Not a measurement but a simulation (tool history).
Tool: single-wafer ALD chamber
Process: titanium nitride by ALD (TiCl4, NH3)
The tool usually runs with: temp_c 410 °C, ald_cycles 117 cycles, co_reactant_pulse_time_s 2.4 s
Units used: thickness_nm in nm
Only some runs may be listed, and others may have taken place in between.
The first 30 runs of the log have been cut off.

run   hour  temp_c  ald_cycles  co_reactant_pulse_time_s  wafers since the last listed run  hours since the last thermocouple change  hours since the showerhead was replaced  hours since the gauge calibration  read-back reference wafer on the same gauge, thickness_nm  thickness_nm
 31    440     425         132                      3.07                                17                                     131.7                                    240.6                                283                                                      2.501         2.962
 32    450     410         117                       2.4                                12                                     141.7                                    250.6                                293                                                        2.5         2.589
 33  463.6     410         117                       2.4                                16                                     155.3                                    264.2                              306.6                                                        2.5         2.594
 34  475.7     410         131                       2.4                                14                                     167.4                                    276.3                              318.7                                                        2.5         2.904
 35    482     410         117                       2.4                                 7                                     173.7                                    282.6                                325                                                      2.501         2.594
 36  488.7     410         117                       2.4                                 8                                     180.4                                    289.3                              331.7                                                      2.499         2.608
 37  500.9     424         101                      3.31                                14                                     192.6                                    301.5                              343.9                                                        2.5         2.266
 38  514.3     403          95                      2.69                                16                                       206                                    314.9                              357.3                                                      2.501         2.104
 39  521.1     410         102                       2.4                                 8                                     212.8                                    321.7                              364.1                                                      2.502         2.258

Each row is a separate what-if for the run after 39, all from the same tool condition, not one after another. Results?
  A  521.8     410         117                      1.71                                 0                                     213.5                                    322.4                              364.8                                                          ?             ?
  B  521.8     410         105                       2.4                                 0                                     213.5                                    322.4                              364.8                                                          ?             ?
  C  521.8     415          96                      1.92                                 0                                     213.5                                    322.4                              364.8                                                          ?             ?
  D  521.8     410         109                      2.89                                 0                                     213.5                                    322.4                              364.8                                                          ?             ?
  E  521.8     399         104                      1.84                                 0                                     213.5                                    322.4                              364.8                                                          ?             ?

run  read-back reference wafer on the same gauge, thickness_nm  thickness_nm
  A                                                      2.499         2.558
  B                                                      2.499         2.322
  C                                                      2.499         2.112
  D                                                      2.499         2.424
  E                                                      2.499         2.265
Without the tool's hidden state the same runs would have given:
run  thickness_nm
  A         2.558
  B         2.322
  C         2.112
  D         2.424
  E         2.265
